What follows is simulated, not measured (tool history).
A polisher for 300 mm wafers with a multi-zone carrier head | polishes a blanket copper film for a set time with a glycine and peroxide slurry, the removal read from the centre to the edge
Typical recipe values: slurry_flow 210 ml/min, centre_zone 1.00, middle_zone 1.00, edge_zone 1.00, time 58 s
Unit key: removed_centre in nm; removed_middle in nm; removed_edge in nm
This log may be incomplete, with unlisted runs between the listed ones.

run	hour	slurry_flow	centre_zone	middle_zone	edge_zone	time	incoming thickness of the incoming film, nm	removed_centre	removed_middle	removed_edge
1	0.0	210	1.00	1.00	1.00	58	1410.8	266.5	255.9	256.3
2	6.8	210	1.00	1.00	1.00	58	1429.6	258.8	254.1	254.8
3	19.6	210	1.00	1.00	1.00	58	1424.8	255.9	255.2	256.0
# hour 28.1: worn pad replaced by a new one
4	28.6	175	1.00	1.00	1.00	58	1397.7	287.6	286.0	285.5
5	37.4	210	1.00	1.00	1.00	58	1419.5	282.3	282.5	276.1
6	50.6	210	1.00	1.00	1.00	58	1415.5	278.2	274.1	269.7
7	56.6	210	1.00	1.00	1.00	58	1397.1	276.5	269.3	267.2
8	71.8	210	1.00	1.00	1.00	58	1414.8	262.2	265.1	265.7
9	86.6	210	1.00	1.00	1.00	58	1420.8	256.7	263.3	258.2
# hour 116.2: carrier head's membrane replaced by a new one
# hour 134.6: worn pad replaced by a new one
10	136.4	210	1.00	1.00	1.00	58	1404.3	290.4	289.6	282.8
# hour 143.9: slurry nozzle cleaned
11	147.1	210	1.00	1.00	1.00	58	1423.5	278.7	278.6	282.0
12	158.3	250	1.00	0.97	0.90	58	1397.3	283.2	273.2	264.4
13	166.6	210	1.00	1.00	1.00	71	1420.8	331.5	328.9	326.1
# hour 174.4: centre zone pressure recalibrated
14	181.1	240	1.00	1.00	1.00	41	1419.9	193.1	190.2	184.3
15	188.6	210	1.00	1.00	1.00	66	1396.4	305.8	297.0	298.6
# hour 193.7: edge zone pressure recalibrated
16	196.4	210	0.95	0.88	1.00	43	1401.4	186.2	175.9	192.7
17	214.2	210	1.00	1.00	1.04	58	1405.4	259.2	258.1	261.7
18	223.3	210	1.00	1.00	1.00	58	1405.6	259.4	259.8	255.8
19	235.8	285	1.00	1.00	1.08	58	1431.3	266.3	264.3	265.5
20	247.9	210	0.96	1.00	1.00	58	1381.4	249.7	254.6	250.6
# hour 256.4: worn pad replaced by a new one
21	256.9	180	1.00	1.10	1.11	75	1401.1	379.0	400.2	378.5

Below are 4 alternative next runs, each starting from the tool's condition after run 21. Predict each:
A	257.3	210	1.00	1.00	0.92	58	1420.4	?	?	?
B	257.3	210	1.00	1.11	1.00	64	1420.4	?	?	?
C	257.3	140	0.91	1.07	1.00	58	1420.4	?	?	?
D	257.3	210	1.00	1.00	0.91	58	1420.4	?	?	?

run	removed_centre	removed_middle	removed_edge
A	293.4	291.4	273.2
B	324.0	351.4	310.8
C	255.8	297.2	274.0
D	293.4	291.4	272.1
What these runs would have given with no unlogged condition in the tool:
run	removed_centre	removed_middle	removed_edge
A	297.2	295.1	276.7
B	328.2	355.9	314.8
C	259.1	301.0	277.5
D	297.2	295.2	275.6
